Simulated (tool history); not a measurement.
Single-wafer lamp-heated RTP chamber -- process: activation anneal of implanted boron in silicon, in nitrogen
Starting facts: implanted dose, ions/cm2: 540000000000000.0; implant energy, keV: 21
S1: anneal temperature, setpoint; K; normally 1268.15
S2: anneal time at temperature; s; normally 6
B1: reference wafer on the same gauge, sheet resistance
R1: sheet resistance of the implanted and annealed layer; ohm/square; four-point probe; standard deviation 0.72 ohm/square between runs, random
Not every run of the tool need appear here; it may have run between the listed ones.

run   hour       S1  S2      B1      R1
  1    0.0  1278.15   3  172.06  191.10
  2   26.7  1268.15   6  171.97  193.50
  3   45.1  1254.15   6  172.10  204.20
  4   69.4  1254.15   6  171.86  203.10
  5   94.8  1268.15   5  172.05  192.46
  6  109.6  1268.15   5  171.86  192.08
  7  139.5  1268.15   5  171.55  191.71
  8  172.4  1268.15   6  171.90  189.07
  9  191.2  1268.15   6  171.80  189.09
 10  224.4  1268.15   6  171.80  188.92
     248.2  -- pyrometer window cleaned and pyrometer calibrated
 11  248.7  1268.15   6  171.71  190.43
 12  273.4  1268.15   3  171.80  191.94

Expected results for the next run?
 13  286.5  1256.15   9   ?   ?

{"run 13": {"B1": 172.28, "R1": 195.14}}
Had the tool carried no hidden state, the very same run would have given R1 200.52 ohm/square.

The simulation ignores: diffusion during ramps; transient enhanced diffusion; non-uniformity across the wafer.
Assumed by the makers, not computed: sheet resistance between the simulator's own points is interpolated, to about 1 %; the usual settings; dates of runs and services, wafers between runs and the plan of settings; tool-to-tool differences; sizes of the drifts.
